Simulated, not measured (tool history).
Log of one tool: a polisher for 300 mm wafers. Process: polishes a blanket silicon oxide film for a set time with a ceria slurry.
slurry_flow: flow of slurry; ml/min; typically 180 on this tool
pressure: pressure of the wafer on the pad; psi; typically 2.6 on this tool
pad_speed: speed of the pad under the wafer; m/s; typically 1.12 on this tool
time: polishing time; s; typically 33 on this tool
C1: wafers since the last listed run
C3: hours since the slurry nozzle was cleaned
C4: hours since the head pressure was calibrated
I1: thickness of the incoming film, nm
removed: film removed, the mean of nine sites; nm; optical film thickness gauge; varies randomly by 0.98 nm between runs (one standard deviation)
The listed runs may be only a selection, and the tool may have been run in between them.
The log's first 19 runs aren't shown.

{"run": 20, "day": 52.167, "slurry_flow": 180, "pressure": 2.6, "pad_speed": 1.12, "time": 37, "C1": 397, "wafers polished on this pad": 4683, "C3": 349.9, "C4": 478.7, "I1": 1391.6, "removed": 153.8}
{"run": 21, "day": 55.358, "slurry_flow": 180, "pressure": 2.6, "pad_speed": 1.12, "time": 33, "C1": 766, "wafers polished on this pad": 5449, "C3": 426.5, "C4": 555.3, "I1": 1408.6, "removed": 137}
{"day": 58.221, "done": "worn pad replaced by a new one"}
{"run": 22, "day": 59.204, "slurry_flow": 180, "pressure": 2.6, "pad_speed": 1.12, "time": 33, "C1": 883, "wafers polished on this pad": 235, "C3": 518.8, "C4": 647.6, "I1": 1411.7, "removed": 133.4}
{"run": 23, "day": 61.979, "slurry_flow": 180, "pressure": 3.2, "pad_speed": 1.12, "time": 33, "C1": 666, "wafers polished on this pad": 902, "C3": 585.4, "C4": 714.2, "I1": 1409.8, "removed": 163}
{"day": 63.183, "done": "slurry nozzle cleaned"}
{"run": 24, "day": 65.192, "slurry_flow": 145, "pressure": 2.6, "pad_speed": 1.12, "time": 24, "C1": 761, "wafers polished on this pad": 1663, "C3": 48.2, "C4": 791.3, "I1": 1408, "removed": 93.7}
{"run": 25, "day": 66.758, "slurry_flow": 150, "pressure": 2.3, "pad_speed": 0.92, "time": 25, "C1": 376, "wafers polished on this pad": 2040, "C3": 85.8, "C4": 828.9, "I1": 1414.9, "removed": 74.8}
{"day": 67.288, "done": "head pressure recalibrated"}
{"run": 26, "day": 74.342, "slurry_flow": 180, "pressure": 2.1, "pad_speed": 1.12, "time": 33, "C1": 1801, "wafers polished on this pad": 3841, "C3": 267.8, "C4": 169.3, "I1": 1426, "removed": 113.4}
{"run": 27, "day": 78.192, "slurry_flow": 125, "pressure": 2.6, "pad_speed": 1.12, "time": 33, "C1": 924, "wafers polished on this pad": 4766, "C3": 360.2, "C4": 261.7, "I1": 1406.5, "removed": 129.5}
{"run": 28, "day": 82.642, "slurry_flow": 180, "pressure": 2.6, "pad_speed": 1.12, "time": 33, "C1": 1068, "wafers polished on this pad": 5835, "C3": 467, "C4": 368.5, "I1": 1422.9, "removed": 137.3}
{"day": 86.842, "done": "worn pad replaced by a new one"}
{"run": 29, "day": 89.0, "slurry_flow": 180, "pressure": 3.4, "pad_speed": 1.12, "time": 37, "C1": 1487, "wafers polished on this pad": 518, "C3": 619.6, "C4": 521.1, "I1": 1407.5, "removed": 197.8}
{"run": 30, "day": 91.529, "slurry_flow": 180, "pressure": 2.6, "pad_speed": 1.12, "time": 26, "C1": 607, "wafers polished on this pad": 1126, "C3": 680.3, "C4": 581.8, "I1": 1404.6, "removed": 105.7}
{"run": 31, "day": 93.854, "slurry_flow": 210, "pressure": 1.8, "pad_speed": 0.86, "time": 28, "C1": 558, "wafers polished on this pad": 1684, "C3": 736.1, "C4": 637.6, "I1": 1434.1, "removed": 67.6}
{"day": 95.662, "done": "slurry nozzle cleaned"}
{"run": 32, "day": 95.683, "slurry_flow": 180, "pressure": 2.6, "pad_speed": 1.12, "time": 33, "C1": 429, "wafers polished on this pad": 2114, "C3": 0.5, "C4": 681.5, "I1": 1407, "removed": 131.9}
{"day": 98.8, "done": "head pressure recalibrated"}
{"run": 33, "day": 99.062, "slurry_flow": 180, "pressure": 2.3, "pad_speed": 1.12, "time": 23, "C1": 791, "wafers polished on this pad": 2905, "C3": 81.6, "C4": 6.3, "I1": 1404.4, "removed": 88.2}
{"run": 34, "day": 102.046, "slurry_flow": 235, "pressure": 2, "pad_speed": 0.94, "time": 27, "C1": 716, "wafers polished on this pad": 3622, "C3": 153.2, "C4": 77.9, "I1": 1395.6, "removed": 83}
{"run": 35, "day": 106.204, "slurry_flow": 180, "pressure": 2.6, "pad_speed": 0.9, "time": 33, "C1": 998, "wafers polished on this pad": 4620, "C3": 253, "C4": 177.7, "I1": 1384.9, "removed": 122.5}
{"run": 36, "day": 108.508, "slurry_flow": 180, "pressure": 2.2, "pad_speed": 1.34, "time": 33, "C1": 553, "wafers polished on this pad": 5174, "C3": 308.3, "C4": 233, "I1": 1398.6, "removed": 132}
{"run": 37, "day": 117.817, "slurry_flow": 125, "pressure": 2.6, "pad_speed": 1.52, "time": 41, "C1": 2235, "wafers polished on this pad": 7410, "C3": 531.7, "C4": 456.4, "I1": 1399.5, "removed": 196.2}

Each row is a separate what-if for the run after 37, all from the same tool condition, not one after another. Results?
{"run": "A", "day": 117.833, "slurry_flow": 180, "pressure": 2.6, "pad_speed": 0.8, "time": 33, "C1": 4, "wafers polished on this pad": 7414, "C3": 532.1, "C4": 456.8, "I1": 1405.2, "removed": "?"}
{"run": "B", "day": 117.833, "slurry_flow": 180, "pressure": 1.9, "pad_speed": 1.12, "time": 33, "C1": 4, "wafers polished on this pad": 7414, "C3": 532.1, "C4": 456.8, "I1": 1405.2, "removed": "?"}
{"run": "C", "day": 117.833, "slurry_flow": 220, "pressure": 2.2, "pad_speed": 1.12, "time": 29, "C1": 4, "wafers polished on this pad": 7414, "C3": 532.1, "C4": 456.8, "I1": 1405.2, "removed": "?"}
{"run": "D", "day": 117.833, "slurry_flow": 195, "pressure": 3.2, "pad_speed": 1.12, "time": 36, "C1": 4, "wafers polished on this pad": 7414, "C3": 532.1, "C4": 456.8, "I1": 1405.2, "removed": "?"}

run=A removed=109.7
run=B removed=99.2
run=C removed=103.9
run=D removed=184.5
The same runs, with their run-to-run variation unchanged, on a tool lacking any hidden condition would have given:
run=A removed=115.7
run=B removed=104.6
run=C removed=109.5
run=D removed=194.6
